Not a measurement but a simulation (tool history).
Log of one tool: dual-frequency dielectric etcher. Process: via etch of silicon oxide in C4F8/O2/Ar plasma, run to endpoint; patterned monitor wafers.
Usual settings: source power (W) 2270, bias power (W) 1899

run,hour,source power (W),bias power (W),wafers since the last listed run,hours since the last wet clean,hours since the last source power generator calibration,hours since the last bias power generator calibration,hours since the last upper electrode change,"incoming incoming film thickness, nm",endpoint time (s)
1,0,2270,1899,0,465.3,3567.4,1844.4,4048.3,1222.7,259.2
2,6.7,2270,1899,27,472,3574.1,1851.1,4055,1219,261.8
3,15.2,2270,1899,35,480.5,3582.6,1859.6,4063.5,1220.9,259.2
4,26.3,2270,1899,46,491.6,3593.7,1870.7,4074.6,1221,259.7
5,38.4,2270,1899,50,503.7,3605.8,1882.8,4086.7,1202.9,258.2
6,48.4,2270,2146,41,513.7,3615.8,1892.8,4096.7,1216.3,249.6
7,55.2,2270,2146,28,520.5,3622.6,1899.6,4103.5,1218.1,249.5
8,62.9,2270,2256,32,528.2,3630.3,1907.3,4111.2,1213.4,245.7
9,93.6,2270,2020,127,558.9,3661,1938,4141.9,1214,257.3
# hour 117.6: wet clean of the chamber
10,118.1,2270,2172,2,0.5,3685.5,1962.5,4166.4,1225.1,239.1
11,125.7,2270,1899,31,8.1,3693.1,1970.1,4174,1226,250.6
12,138.6,2270,1615,53,21,3706,1983,4186.9,1213.5,263
# hour 145.2: source power generator calibrated
# hour 146.4: bias power generator calibrated
13,147.4,1860,2020,14,29.8,2.2,1,4195.7,1208.3,266.6
14,187.3,2710,2170,166,69.7,42.1,40.9,4235.6,1212.3,219
# hour 212.7: upper electrode replaced
15,213.2,1740,1512,7,95.6,68,66.8,0.5,1214.5,309.3
16,213.7,2270,1899,2,96.1,68.5,67.3,1,1220.9,250.6
17,222.7,2840,2176,37,105.1,77.5,76.3,10,1215.6,217.3
18,236.5,1930,1727,57,118.9,91.3,90.1,23.8,1217.8,281.8
19,246.9,2050,1680,43,129.3,101.7,100.5,34.2,1217.4,275.7
20,257.2,1960,1899,42,139.6,112,110.8,44.5,1215.6,269.6
21,267.3,1860,2132,42,149.7,122.1,120.9,54.6,1214.9,265.1
22,284.9,2050,2230,73,167.3,139.7,138.5,72.2,1220.5,251.6
23,291.3,1810,2124,26,173.7,146.1,144.9,78.6,1223,273.2
24,297.5,1780,1899,25,179.9,152.3,151.1,84.8,1219.3,284.1
25,310,2270,1899,52,192.4,164.8,163.6,97.3,1230.5,254.2
26,319.6,2270,1899,39,202,174.4,173.2,106.9,1217.5,253.7
27,330.7,2270,2314,46,213.1,185.5,184.3,118,1221.7,236.4
28,345.7,2270,1899,62,228.1,200.5,199.3,133,1218.8,254.9
29,356.4,2270,1899,44,238.8,211.2,210,143.7,1225.6,256.2
30,371.1,2020,2026,61,253.5,225.9,224.7,158.4,1220.1,264.5
31,379.8,2420,1899,36,262.2,234.6,233.4,167.1,1205.6,244.7
32,432.9,2590,2048,221,315.3,287.7,286.5,220.2,1239.8,237.1
33,450.8,2020,2224,74,333.2,305.6,304.4,238.1,1218.1,257.2
34,462.1,2540,1587,47,344.5,316.9,315.7,249.4,1212.8,258.8

The same runs without the tool's hidden state, with the same run-to-run variation:
The hidden state here: etch rate over this chamber's usual, %; source power that arrives over what is set, %; bias power that arrives over what is set, %.
run,endpoint time (s)
1,247.6
2,249.9
3,247.3
4,247.4
5,245.7
6,237.3
7,237.1
8,233.3
9,243.6
10,238.2
11,249.5
12,261.6
13,265
14,216.9
15,305.6
16,247.6
17,214.6
18,277.8
19,271.6
20,265.4
21,260.6
22,247
23,268.1
24,278.6
25,249
26,248.4
27,231.1
28,248.9
29,249.9
30,257.7
31,238.2
32,229.7
33,248.8
34,250.1
